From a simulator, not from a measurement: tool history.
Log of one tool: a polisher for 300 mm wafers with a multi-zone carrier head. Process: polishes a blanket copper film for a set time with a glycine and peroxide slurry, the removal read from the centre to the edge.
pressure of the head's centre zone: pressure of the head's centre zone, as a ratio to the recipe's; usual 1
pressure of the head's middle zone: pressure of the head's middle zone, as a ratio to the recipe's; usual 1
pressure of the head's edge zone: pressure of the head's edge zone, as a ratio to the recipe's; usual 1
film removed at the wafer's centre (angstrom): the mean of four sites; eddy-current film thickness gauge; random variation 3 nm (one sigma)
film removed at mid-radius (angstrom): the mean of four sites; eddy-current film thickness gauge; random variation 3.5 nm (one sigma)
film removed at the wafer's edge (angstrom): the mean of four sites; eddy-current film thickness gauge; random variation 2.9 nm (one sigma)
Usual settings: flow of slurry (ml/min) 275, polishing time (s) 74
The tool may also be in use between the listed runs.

run,hour,flow of slurry (ml/min),pressure of the head's centre zone,pressure of the head's middle zone,pressure of the head's edge zone,polishing time (s),"incoming thickness of the incoming film, nm",film removed at the wafer's centre (angstrom),film removed at mid-radius (angstrom),film removed at the wafer's edge (angstrom)
1,0,275,1,1,1,74,2146.6,2706,2770,2706
2,12.9,275,1,1,1,74,2134,2688,2767,2758
3,23.9,275,1,1,1,74,2217.8,2679,2756,2720
4,40.7,275,1,1,1,74,2160.7,2659,2722,2777
5,51.2,275,1,1,1,74,2165.6,2668,2740,2755
# hour 59.1: worn pad replaced by a new one
6,59.6,275,1,1,1,74,2170.2,2876,2936,2936
7,70,275,1,1,1,74,2163.1,2784,2827,2872
8,84.8,275,1,1,1,74,2186.8,2748,2888,2837
9,96.5,275,1,1,1.05,74,2165.6,2760,2849,2906
10,105,345,1.09,1,1,74,2171.9,3016,2909,2819
# hour 115.2: edge zone pressure recalibrated
11,122.2,275,1,1,1,74,2147.2,2632,2813,2770
# hour 124.1: slurry nozzle cleaned
# hour 127.3: centre zone pressure recalibrated
# hour 131.5: carrier head's membrane replaced by a new one
12,132,350,1,1.05,1,55,2157.5,2089,2164,2052
13,139.6,305,0.96,0.96,1,82,2182.2,2931,3035,3048
14,146,275,1,1,1,74,2214.2,2643,2792,2732
15,155.5,315,1.08,1,0.94,57,2194.9,2207,2165,2058
16,165.6,275,1,1,1.1,83,2191.5,3000,3116,3271
17,176.2,275,1.1,1.08,1,74,2202,2949,2892,2689

Forecast each of these 5 alternatives for the next run:
A,176.6,275,1,1,1,74,2137.7,?,?,?
B,176.6,210,1,1,0.89,74,2137.7,?,?,?
C,176.6,275,1,1.06,1.12,54,2137.7,?,?,?
D,176.6,275,1.11,1,1,49,2137.7,?,?,?
E,176.6,275,1,1,1.05,52,2137.7,?,?,?

run,film removed at the wafer's centre (angstrom),film removed at mid-radius (angstrom),film removed at the wafer's edge (angstrom)
A,2624,2692,2673
B,2518,2595,2461
C,1915,2039,2062
D,1925,1782,1770
E,1844,1892,1924
Without the tool's hidden state the same runs would have given:
run,film removed at the wafer's centre (angstrom),film removed at mid-radius (angstrom),film removed at the wafer's edge (angstrom)
A,2861,2936,2915
B,2745,2829,2683
C,2089,2223,2249
D,2099,1943,1930
E,2011,2063,2098

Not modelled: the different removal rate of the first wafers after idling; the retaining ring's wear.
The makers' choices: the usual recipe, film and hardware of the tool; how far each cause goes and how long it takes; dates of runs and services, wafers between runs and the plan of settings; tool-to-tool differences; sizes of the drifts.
